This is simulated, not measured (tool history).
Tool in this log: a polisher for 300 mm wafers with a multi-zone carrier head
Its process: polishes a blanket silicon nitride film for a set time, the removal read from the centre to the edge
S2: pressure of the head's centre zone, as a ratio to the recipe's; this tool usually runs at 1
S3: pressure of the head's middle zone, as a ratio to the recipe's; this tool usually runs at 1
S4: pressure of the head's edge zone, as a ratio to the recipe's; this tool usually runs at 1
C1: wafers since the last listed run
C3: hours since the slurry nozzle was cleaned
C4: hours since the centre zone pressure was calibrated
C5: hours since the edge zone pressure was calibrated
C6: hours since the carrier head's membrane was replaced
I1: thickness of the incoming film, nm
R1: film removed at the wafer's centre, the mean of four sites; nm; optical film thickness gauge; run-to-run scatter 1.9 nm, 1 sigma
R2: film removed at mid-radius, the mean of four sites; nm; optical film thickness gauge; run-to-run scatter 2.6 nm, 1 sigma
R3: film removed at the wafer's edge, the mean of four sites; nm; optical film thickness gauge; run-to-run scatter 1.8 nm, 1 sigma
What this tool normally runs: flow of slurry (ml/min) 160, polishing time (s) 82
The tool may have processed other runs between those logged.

Run 1, hour 0: usual settings but flow of slurry (ml/min) 195, S2 0.91; C1 0; wafers polished on this pad 739; C3 615.5; C4 1394.6; C5 212.2; C6 1579.3; I1 686.5. Result: R1 270.9 nm, R2 285.7 nm, R3 285.6 nm.
At hour 31.5: slurry nozzle cleaned.
Run 2, hour 32: usual settings; C1 347; wafers polished on this pad 1086; C3 0.5; C4 1426.6; C5 244.2; C6 1611.3; I1 695. Result: R1 274 nm, R2 279.8 nm, R3 274.9 nm.
Run 3, hour 96.3: usual settings but S2 0.91; C1 719; wafers polished on this pad 1806; C3 64.8; C4 1490.9; C5 308.5; C6 1675.6; I1 695. Result: R1 252.6 nm, R2 267.5 nm, R3 271.8 nm.
Run 4, hour 145.1: usual settings but polishing time (s) 60; C1 546; wafers polished on this pad 2353; C3 113.6; C4 1539.7; C5 357.3; C6 1724.4; I1 704.1. Result: R1 197.7 nm, R2 195.8 nm, R3 196.7 nm.
Run 5, hour 187.5: usual settings but flow of slurry (ml/min) 125, S2 0.88; C1 474; wafers polished on this pad 2828; C3 156; C4 1582.1; C5 399.7; C6 1766.8; I1 701.3. Result: R1 229.4 nm, R2 253.8 nm, R3 256.1 nm.
At hour 205: centre zone pressure recalibrated.
At hour 209.8: carrier head's membrane replaced by a new one.
Run 6, hour 245.1: usual settings but S2 1.1, S3 0.93, S4 0.88, polishing time (s) 70; C1 568; wafers polished on this pad 3396; C3 213.6; C4 40.1; C5 457.3; C6 35.3; I1 701.9. Result: R1 245 nm, R2 210 nm, R3 218.5 nm.
Run 7, hour 296: usual settings; C1 569; wafers polished on this pad 3966; C3 264.5; C4 91; C5 508.2; C6 86.2; I1 690.1. Result: R1 266.7 nm, R2 261.1 nm, R3 263.4 nm.
At hour 324: worn pad replaced by a new one.
Run 8, hour 350.3: usual settings; C1 563; wafers polished on this pad 294; C3 318.8; C4 145.3; C5 562.5; C6 140.5; I1 710.9. Result: R1 285.1 nm, R2 283 nm, R3 280.6 nm.
At hour 407.6: edge zone pressure recalibrated.
Run 9, hour 415.9: usual settings but flow of slurry (ml/min) 115, S3 1.1, S4 0.93, polishing time (s) 67; C1 712; wafers polished on this pad 1006; C3 384.4; C4 210.9; C5 8.3; C6 206.1; I1 691.7. Result: R1 204.6 nm, R2 226.6 nm, R3 206.5 nm.
Run 10, hour 470.9: usual settings but S2 0.89; C1 615; wafers polished on this pad 1622; C3 439.4; C4 265.9; C5 63.3; C6 261.1; I1 688.8. Result: R1 251.7 nm, R2 274 nm, R3 270.1 nm.
Run 11, hour 521.6: usual settings but S2 1.06; C1 567; wafers polished on this pad 2190; C3 490.1; C4 316.6; C5 114; C6 311.8; I1 695.2. Result: R1 284.5 nm, R2 271.4 nm, R3 267.4 nm.
Run 12, hour 547.9: usual settings but S2 1.06; C1 294; wafers polished on this pad 2484; C3 516.4; C4 342.9; C5 140.3; C6 338.1; I1 698.7. Result: R1 286.4 nm, R2 264.7 nm, R3 269.4 nm.
At hour 573.6: slurry nozzle cleaned.
Run 13, hour 581.8: usual settings; C1 368; wafers polished on this pad 2853; C3 8.2; C4 376.8; C5 174.2; C6 372; I1 700.2. Result: R1 270.4 nm, R2 269.5 nm, R3 267.6 nm.
Run 14, hour 652.5: usual settings but S3 0.89, polishing time (s) 103; C1 791; wafers polished on this pad 3644; C3 78.9; C4 447.5; C5 244.9; C6 442.7; I1 704.8. Result: R1 340.2 nm, R2 308.5 nm, R3 335 nm.
Run 15, hour 704: usual settings but S2 1.06; C1 576; wafers polished on this pad 4221; C3 130.4; C4 499; C5 296.4; C6 494.2; I1 710.3. Result: R1 278.7 nm, R2 267.1 nm, R3 266.2 nm.
At hour 710.3: worn pad replaced by a new one.
Run 16, hour 757.7: usual settings but S2 1.06; C1 556; wafers polished on this pad 531; C3 184.1; C4 552.7; C5 350.1; C6 547.9; I1 691.3. Result: R1 295.7 nm, R2 277.4 nm, R3 282.7 nm.
Run 17, hour 791.1: usual settings; C1 373; wafers polished on this pad 905; C3 217.5; C4 586.1; C5 383.5; C6 581.3; I1 695.4. Result: R1 278.3 nm, R2 279.6 nm, R3 279.5 nm.
Run 18, hour 849.6: usual settings but S2 0.92, S3 0.96, S4 1.08, polishing time (s) 100; C1 655; wafers polished on this pad 1560; C3 276; C4 644.6; C5 442; C6 639.8; I1 709.9. Result: R1 316.9 nm, R2 318 nm, R3 343.8 nm.
Run 19, hour 876.7: usual settings but S3 0.94; C1 303; wafers polished on this pad 1863; C3 303.1; C4 671.7; C5 469.1; C6 666.9; I1 698.8. Result: R1 271.6 nm, R2 258 nm, R3 271.3 nm.
Run 20, hour 908.8: usual settings but S2 1.06, polishing time (s) 62; C1 359; wafers polished on this pad 2223; C3 335.2; C4 703.8; C5 501.2; C6 699; I1 707.1. Result: R1 213.6 nm, R2 205.6 nm, R3 205.4 nm.
Run 21, hour 946.5: usual settings; C1 422; wafers polished on this pad 2645; C3 372.9; C4 741.5; C5 538.9; C6 736.7; I1 686.5. Result: R1 269.6 nm, R2 267.8 nm, R3 268.6 nm.
At hour 960.7: edge zone pressure recalibrated.
Run 22, hour 995: usual settings but polishing time (s) 96; C1 520; wafers polished on this pad 3165; C3 421.4; C4 790; C5 34.3; C6 785.2; I1 688.3. Result: R1 315.2 nm, R2 317.4 nm, R3 315.5 nm.
Run 23, hour 1046.9: usual settings but S2 1.11, S3 1.05, S4 0.89, polishing time (s) 101; C1 581; wafers polished on this pad 3746; C3 473.3; C4 841.9; C5 86.2; C6 837.1; I1 699. Result: R1 356.5 nm, R2 346.7 nm, R3 312.8 nm.

Run by run, hidden condition taken away, random variation retained:
Hidden state at play: removal rate lost through wear of the pad, %; slurry flow missing at the pad, %; deviation of the centre zone's pressure from its setpoint, %; deviation of the edge zone's pressure from its setpoint, %.
run     R1     R2     R3
  1  280.6    296  295.9
  2  286.6  292.6  287.6
  3  268.1  283.8  288.4
  4  211.4  209.4  210.3
  5  246.4  272.6  275.1
  6  264.4  226.6  235.8
  7  288.6  282.5    285
  8  289.7  287.5  285.1
  9  212.8  235.7  214.8
 10  265.3  288.8  284.8
 11  302.4  288.5  284.3
 12  305.5  282.3  287.3
 13  289.5  288.5  286.5
 14    366    332  360.5
 15  300.6  288.1  287.2
 16    303  284.3  289.7
 17  288.4  289.8  289.7
 18  333.4  334.6  361.7
 19  287.3  272.9  286.9
 20    227  218.5  218.4
 21  287.8  285.9  286.9
 22  338.1  340.4  338.5
 23  383.6  373.1  336.7
